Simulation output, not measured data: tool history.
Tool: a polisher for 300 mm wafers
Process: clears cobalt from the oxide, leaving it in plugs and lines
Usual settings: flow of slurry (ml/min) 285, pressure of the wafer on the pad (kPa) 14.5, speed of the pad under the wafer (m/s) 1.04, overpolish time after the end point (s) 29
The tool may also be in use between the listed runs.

run    hour  flow of slurry (ml/min)  pressure of the wafer on the pad (kPa)  speed of the pad under the wafer (m/s)  overpolish time after the end point (s)  incoming thickness of the incoming film, nm  time until the end point was called (s)  dishing of a wide line in a test structure (angstrom)
  1       0                      285                                    14.5                                    1.04                                       29                                        179.8                                     42.3                                                    369
       17.1  -- head pressure recalibrated
  2    54.2                      285                                    14.5                                    1.04                                       29                                        180.3                                     32.9                                                    371
  3    95.3                      285                                    14.5                                    1.04                                       29                                        181.8                                     33.4                                                    369
  4   160.3                      285                                    17.9                                    1.04                                       29                                          183                                     27.6                                                    376
  5   228.5                      360                                    14.5                                     1.2                                       29                                          178                                     28.5                                                    374
      269.3  -- slurry nozzle cleaned
  6   298.6                      360                                    14.5                                     1.2                                       29                                        179.2                                     29.1                                                    371
  7   330.1                      360                                    14.5                                     1.2                                       29                                        183.3                                       30                                                    384
  8     371                      285                                    14.5                                    1.04                                       29                                        179.3                                     34.7                                                    370
      392.2  -- worn pad replaced by a new one
  9   439.5                      285                                    14.5                                    1.04                                       29                                        181.4                                     35.4                                                    370
 10   503.9                      285                                    14.5                                    1.04                                       29                                        179.8                                     34.2                                                    365
      523.2  -- head pressure recalibrated, repeated, since the last time left the tool worse
 11   559.5                      285                                    14.5                                    1.04                                       29                                        182.5                                     38.9                                                    370
 12   599.9                      285                                    14.5                                    1.04                                       29                                        183.4                                     38.9                                                    363
 13   625.9                      285                                    14.5                                    1.04                                       29                                        182.2                                     38.7                                                    361
 14   697.1                      285                                    12.4                                    1.34                                       29                                        181.4                                       36                                                    361
 15   721.7                      345                                    14.5                                    1.04                                       22                                        179.9                                     38.7                                                    354
 16   786.2                      285                                      11                                    1.04                                       29                                        183.2                                     52.9                                                    354
 17   850.2                      210                                    13.1                                    1.38                                       14                                        180.1                                     34.1                                                    327
      888.5  -- worn pad replaced by a new one
 18   898.9                      285                                    12.4                                    1.04                                       29                                          181                                     46.7                                                    362
      929.9  -- slurry nozzle cleaned
 19     970                      285                                    14.5                                    0.78                                       29                                        180.1                                     52.9                                                    348
 20  1026.7                      285                                    14.5                                    1.04                                       23                                        178.7                                       40                                                    353
 21  1091.1                      285                                    14.5                                    1.04                                       29                                        179.1                                     40.5                                                    361
 22  1156.1                      285                                    14.5                                    0.72                                       29                                        177.6                                     57.9                                                    344
 23  1217.6                      285                                    14.5                                    1.04                                       29                                        179.3                                     40.3                                                    367
 24  1269.6                      285                                    14.5                                    1.18                                       40                                        177.7                                     35.4                                                    369
 25    1337                      285                                    14.5                                    1.28                                       29                                        183.2                                     33.7                                                    368
     1351.5  -- worn pad replaced by a new one
 26  1386.1                      285                                    14.5                                    1.04                                       29                                        178.5                                     40.9                                                    365
 27    1457                      190                                    14.5                                    0.74                                       29                                        177.7                                     58.4                                                    351
 28  1524.3                      285                                    14.5                                    1.04                                       29                                        180.4                                     41.7                                                    356
 29  1585.6                      285                                    14.5                                    1.04                                       29                                          182                                     41.6                                                    359
 30  1616.8                      210                                      11                                     1.3                                       16                                        177.2                                     43.6                                                    309
     1618.9  -- slurry nozzle cleaned
 31  1670.8                      355                                    18.6                                    0.82                                       24                                        178.5                                     39.5                                                    356
 32  1698.2                      320                                    18.6                                    1.04                                       41                                        178.3                                     31.5                                                    380

The next listed run, before its measurement:
 33  1766.9                      285                                    14.5                                    1.04                                       29                                        177.5                                        ?                                                      ?

Run 33 gave time until the end point was called (s) 40.6, dishing of a wide line in a test structure (angstrom) 365.
Without the tool's hidden state the same run would have given time until the end point was called (s) 37.3, dishing of a wide line in a test structure (angstrom) 368.
